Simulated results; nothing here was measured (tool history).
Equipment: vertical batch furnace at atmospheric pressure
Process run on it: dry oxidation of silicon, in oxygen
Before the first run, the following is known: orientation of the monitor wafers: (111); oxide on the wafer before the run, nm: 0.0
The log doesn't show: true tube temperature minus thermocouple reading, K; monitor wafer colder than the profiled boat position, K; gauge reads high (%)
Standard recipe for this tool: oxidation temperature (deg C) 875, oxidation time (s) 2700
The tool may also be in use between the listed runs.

| run | hour | oxidation temperature (deg C) | oxidation time (s) | wafers since the last listed run | hours since the last temperature calibration | hours since the boat lift was adjusted | hours since the gauge calibration | read-back reference wafer on the same gauge, thickness | oxide thickness on the monitor wafer (Å) |
|---|---|---|---|---|---|---|---|---|---|
| 1 | 0 | 875 | 2700 | 0 | 1644.5 | 4365.5 | 227.2 | 21.9 | 197.4 |
| 2 | 16.1 | 875 | 3420 | 193 | 1660.6 | 4381.6 | 243.3 | 21.9 | 234.6 |
| 3 | 32.5 | 862 | 2700 | 197 | 1677 | 4398 | 259.7 | 21.9 | 171.5 |
| 4 | 39.4 | 881 | 1920 | 83 | 1683.9 | 4404.9 | 266.6 | 21.9 | 166.1 |
| 5 | 56 | 881 | 1920 | 199 | 1700.5 | 4421.5 | 283.2 | 21.9 | 165.8 |
| 6 | 64.7 | 875 | 3210 | 104 | 1709.2 | 4430.2 | 291.9 | 21.91 | 224.6 |
| 7 | 78.7 | 875 | 2700 | 168 | 1723.2 | 4444.2 | 305.9 | 21.91 | 198.2 |
| 8 | 97.5 | 875 | 2700 | 226 | 1742 | 4463 | 324.7 | 21.89 | 198.4 |
|  | 125.7 | boat lift adjusted |
| 9 | 142.3 | 875 | 2700 | 250 | 1786.8 | 16.6 | 369.5 | 21.9 | 199.2 |
| 10 | 160.2 | 875 | 2700 | 215 | 1804.7 | 34.5 | 387.4 | 21.89 | 199.7 |
| 11 | 167.3 | 875 | 2700 | 85 | 1811.8 | 41.6 | 394.5 | 21.9 | 199.5 |
| 12 | 180 | 875 | 2700 | 152 | 1824.5 | 54.3 | 407.2 | 21.9 | 199.2 |
| 13 | 188.8 | 875 | 2700 | 105 | 1833.3 | 63.1 | 416 | 21.9 | 199.8 |
| 14 | 204.3 | 875 | 2700 | 186 | 1848.8 | 78.6 | 431.5 | 21.9 | 199.6 |
| 15 | 213.5 | 886 | 3090 | 110 | 1858 | 87.8 | 440.7 | 21.89 | 247 |
| 16 | 227.1 | 864 | 3090 | 163 | 1871.6 | 101.4 | 454.3 | 21.9 | 194.6 |
|  | 229.7 | gauge calibrated |
| 17 | 247 | 875 | 2700 | 239 | 1891.5 | 121.3 | 17.3 | 21.9 | 200.1 |
| 18 | 258.4 | 859 | 3630 | 137 | 1902.9 | 132.7 | 28.7 | 21.9 | 206.9 |
| 19 | 273.8 | 884 | 3360 | 185 | 1918.3 | 148.1 | 44.1 | 21.9 | 257.5 |
| 20 | 280.8 | 875 | 2700 | 84 | 1925.3 | 155.1 | 51.1 | 21.9 | 200.6 |
|  | 314.4 | thermocouples replaced and temperature profile calibrated |
| 21 | 314.9 | 875 | 2700 | 121 | 0.5 | 189.2 | 85.2 | 21.89 | 193.2 |
| 22 | 319.8 | 875 | 2700 | 58 | 5.4 | 194.1 | 90.1 | 21.9 | 192.2 |
| 23 | 337.7 | 851 | 1680 | 215 | 23.3 | 212 | 108 | 21.9 | 103.4 |
| 24 | 352.5 | 855 | 3030 | 178 | 38.1 | 226.8 | 122.8 | 21.89 | 166.9 |
| 25 | 366.4 | 875 | 2700 | 167 | 52 | 240.7 | 136.7 | 21.9 | 192.7 |
| 26 | 373.9 | 875 | 3300 | 90 | 59.5 | 248.2 | 144.2 | 21.9 | 221.8 |
| 27 | 388.7 | 893 | 2700 | 178 | 74.3 | 263 | 159 | 21.9 | 233.7 |
| 28 | 396.4 | 854 | 3660 | 92 | 82 | 270.7 | 166.7 | 21.9 | 188.9 |
| 29 | 414.7 | 875 | 2700 | 220 | 100.3 | 289 | 185 | 21.9 | 192.3 |

For each run, what was the tool's unlogged condition?
monitor wafer colder than the profiled boat position, K: 0, the same for each run
gauge reads high (%): 0, the same for each run
H1: true tube temperature minus thermocouple reading, K
| run | H1 |
|---|---|
| 1 | 3.15 |
| 2 | 3.21 |
| 3 | 3.28 |
| 4 | 3.3 |
| 5 | 3.37 |
| 6 | 3.4 |
| 7 | 3.46 |
| 8 | 3.54 |
| 9 | 3.72 |
| 10 | 3.79 |
| 11 | 3.82 |
| 12 | 3.88 |
| 13 | 3.92 |
| 14 | 3.98 |
| 15 | 4.02 |
| 16 | 4.08 |
| 17 | 4.17 |
| 18 | 4.22 |
| 19 | 4.29 |
| 20 | 4.32 |
| 21 | 0.684 |
| 22 | 0.684 |
| 23 | 0.685 |
| 24 | 0.686 |
| 25 | 0.687 |
| 26 | 0.688 |
| 27 | 0.69 |
| 28 | 0.692 |
| 29 | 0.696 |

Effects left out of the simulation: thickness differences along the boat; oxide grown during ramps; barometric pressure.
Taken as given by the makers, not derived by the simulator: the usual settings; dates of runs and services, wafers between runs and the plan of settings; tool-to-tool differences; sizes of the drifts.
